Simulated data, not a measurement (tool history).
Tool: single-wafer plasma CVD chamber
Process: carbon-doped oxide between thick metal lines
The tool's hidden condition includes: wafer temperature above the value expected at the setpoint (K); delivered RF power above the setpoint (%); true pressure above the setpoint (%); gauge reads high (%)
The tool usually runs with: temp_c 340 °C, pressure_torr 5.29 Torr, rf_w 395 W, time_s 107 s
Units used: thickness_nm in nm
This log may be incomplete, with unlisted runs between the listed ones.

run   hour  temp_c  pressure_torr  rf_w  time_s  wafers since the last listed run  hours since the last thermocouple change  hours since the last RF generator calibration  hours since the last manometer calibration  hours since the showerhead was replaced  hours since the gauge calibration  read-back reference wafer on the same gauge, thickness_nm  thickness_nm
  1      0     340           5.29   335     107                                 0                                      2473                                           1635                                         522                                   8179.9                              767.7                                                    652.006       460.003
  2   17.4     344           5.29   395     100                               296                                    2490.4                                         1652.4                                       539.4                                   8197.3                              785.1                                                    651.748       504.299
  3   49.6     344           5.29   395     100                               549                                    2522.6                                         1684.6                                       571.6                                   8229.5                              817.3                                                    652.978       506.018
  4   61.8     340           5.29   395     107                               208                                    2534.8                                         1696.8                                       583.8                                   8241.7                              829.5                                                    653.061       545.612
  5   92.5     340           5.29   395     107                               523                                    2565.5                                         1727.5                                       614.5                                   8272.4                              860.2                                                    652.769       546.433
  6  125.7     340           5.29   395     107                               566                                    2598.7                                         1760.7                                       647.7                                   8305.6                              893.4                                                    654.225       546.684
     137.8  -- thermocouple changed; heater temperature recalibrated
  7  151.3     340           5.29   395     107                               300                                      13.5                                         1786.3                                       673.3                                   8331.2                                919                                                    652.935       545.542
     153.1  -- gauge calibrated
  8  178.3     340           5.29   395     107                               460                                      40.5                                         1813.3                                       700.3                                   8358.2                               25.2                                                    652.856       546.874
  9  250.6     340           5.29   395     107                              1233                                     112.8                                         1885.6                                       772.6                                   8430.5                               97.5                                                    653.424       547.463
 10    264     340           5.29   395     107                               228                                     126.2                                           1899                                         786                                   8443.9                              110.9                                                    652.832       545.271
 11  281.7     340           5.29   395     107                               302                                     143.9                                         1916.7                                       803.7                                   8461.6                              128.6                                                    652.381       547.518
 12  313.7     351           5.93   350     124                               546                                     175.9                                         1948.7                                       835.7                                   8493.6                              160.6                                                    652.251       555.411
 13  339.1     332           5.29   430     107                               433                                     201.3                                         1974.1                                       861.1                                     8519                                186                                                    652.588        605.29
     368.8  -- capacitance manometer re-zeroed and calibrated
     414.5  -- showerhead replaced
 14  441.5     340           5.29   395     128                              1474                                     303.7                                         2076.5                                        72.7                                       27                              288.4                                                    652.657       650.758
 15    459     344           5.29   435      86                               298                                     321.2                                           2094                                        90.2                                     44.5                              305.9                                                    653.612       477.306
 16  475.4     325           5.29   395      90                               279                                     337.6                                         2110.4                                       106.6                                     60.9                              322.3                                                    653.515       478.481
 17  493.9     350           5.29   430     122                               315                                     356.1                                         2128.9                                       125.1                                     79.4                              340.8                                                    653.364       655.743
 18    566     346            6.6   395     113                              1230                                     428.2                                           2201                                       197.2                                    151.5                              412.9                                                    653.135       585.082
     581.5  -- RF generator calibrated
 19    591     340           5.29   395     113                               290                                     453.2                                            9.5                                       222.2                                    176.5                              437.9                                                    653.627       575.818
 20  615.8     340           5.29   395     107                               423                                       478                                           34.3                                         247                                    201.3                              462.7                                                     652.88       545.795
 21  649.5     340           5.29   395     107                               575                                     511.7                                             68                                       280.7                                      235                              496.4                                                    652.956       547.573
 22  672.7     340           5.29   395     107                               395                                     534.9                                           91.2                                       303.9                                    258.2                              519.6                                                    653.031       545.378
 23  699.9     340           5.29   395     125                               464                                     562.1                                          118.4                                       331.1                                    285.4                              546.8                                                    652.549        637.41
 24  723.6     352           5.76   395     107                               404                                     585.8                                          142.1                                       354.8                                    309.1                              570.5                                                    652.365       542.205
 25  739.9     340           5.29   395     107                               278                                     602.1                                          158.4                                       371.1                                    325.4                              586.8                                                    652.151       546.006
 26    764     340           5.29   395     107                               411                                     626.2                                          182.5                                       395.2                                    349.5                              610.9                                                    652.919       547.594
 27  789.4     345           5.29   395      93                               433                                     651.6                                          207.9                                       420.6                                    374.9                              636.3                                                    652.417        471.67

Hidden state at the last listed run before each entry between runs and at the first one after, where it differs:
Between runs 6 and 7: thermocouple changed; heater temperature recalibrated (hour 137.8)
  nothing in the hidden state changes from one run to the other
Between runs 7 and 8: gauge calibrated (hour 153.1)
  nothing in the hidden state changes from one run to the other
Between runs 13 and 14: capacitance manometer re-zeroed and calibrated (hour 368.8); showerhead replaced (hour 414.5)
  nothing in the hidden state changes from one run to the other
Between runs 18 and 19: RF generator calibrated (hour 581.5)
  nothing in the hidden state changes from one run to the other

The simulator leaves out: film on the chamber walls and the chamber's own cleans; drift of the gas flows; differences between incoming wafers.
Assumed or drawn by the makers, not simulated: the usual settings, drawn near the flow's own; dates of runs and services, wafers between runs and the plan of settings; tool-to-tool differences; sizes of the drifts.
